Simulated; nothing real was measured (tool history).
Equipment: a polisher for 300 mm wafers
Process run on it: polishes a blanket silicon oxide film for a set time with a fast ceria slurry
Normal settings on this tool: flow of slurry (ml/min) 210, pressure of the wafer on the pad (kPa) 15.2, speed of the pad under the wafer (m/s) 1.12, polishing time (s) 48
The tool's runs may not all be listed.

run	hour	flow of slurry (ml/min)	pressure of the wafer on the pad (kPa)	speed of the pad under the wafer (m/s)	polishing time (s)	incoming thickness of the incoming film, nm	film removed (Å)
1	0	210	13.1	1.12	48	3592.7	4843
2	14.5	210	13.1	1.12	48	3593.9	4706
3	21.5	210	13.1	1.12	48	3594.4	4588
4	28	210	15.2	1.12	48	3554.9	5266
5	38.1	210	15.2	1.12	48	3638.4	5219
6	51.7	210	15.2	1.12	48	3657.3	5191
7	60.3	210	15.2	1.12	48	3639.1	5120
# hour 69.5: worn pad replaced by a new one
8	72.2	210	15.2	1.12	48	3596.9	5736
9	82.3	210	15.2	1.12	48	3605.3	5555
10	135.2	210	15.2	1.12	48	3541.1	5369
# hour 139.9: slurry nozzle cleaned
# hour 147.4: worn pad replaced by a new one, of another model than before
11	147.9	210	18.6	1.12	48	3652.8	6310
12	153.7	210	15.2	1.12	48	3643	5495
13	170.9	210	15.2	1.12	48	3578.9	5381
14	178.7	210	15.2	1.12	48	3619.8	5388
15	185.1	210	10.3	1.12	32	3585.5	2989
16	199.7	210	15.2	1.12	48	3554.7	5178
17	209.5	280	17.9	0.78	55	3570.7	5072
18	222.9	210	12.4	1.4	48	3634.6	5697
# hour 226.7: head pressure recalibrated
19	230.4	210	15.2	1.12	58	3584.9	6313
# hour 236.7: worn pad replaced by a new one
20	239.8	210	15.2	1.12	48	3581.4	5559
21	254.3	255	17.2	0.82	48	3618.5	4593
22	261.2	210	15.2	1.12	48	3607.2	5246
23	277.1	210	15.2	1.12	48	3560.5	5281
24	288.6	155	15.2	0.8	59	3636.5	4662
25	300.4	210	15.2	1.12	48	3642.1	5214
# hour 318.1: worn pad replaced by a new one
26	324.1	210	13.8	1.12	48	3594.5	5380
27	331.2	210	15.2	0.78	48	3568.1	4116
28	340	165	15.2	1.12	48	3546.4	5134

Forecast each of these 4 alternatives for the next run:
A	340.4	210	15.2	1.12	48	3629.5	?
B	340.4	210	15.2	0.76	48	3629.5	?
C	340.4	250	15.2	1.12	48	3629.5	?
D	340.4	275	17.9	1.12	48	3629.5	?

run	film removed (Å)
A	5446
B	4047
C	5563
D	6114
Had the tool no hidden state, the same runs would have come out as:
run	film removed (Å)
A	5746
B	4270
C	5870
D	6452

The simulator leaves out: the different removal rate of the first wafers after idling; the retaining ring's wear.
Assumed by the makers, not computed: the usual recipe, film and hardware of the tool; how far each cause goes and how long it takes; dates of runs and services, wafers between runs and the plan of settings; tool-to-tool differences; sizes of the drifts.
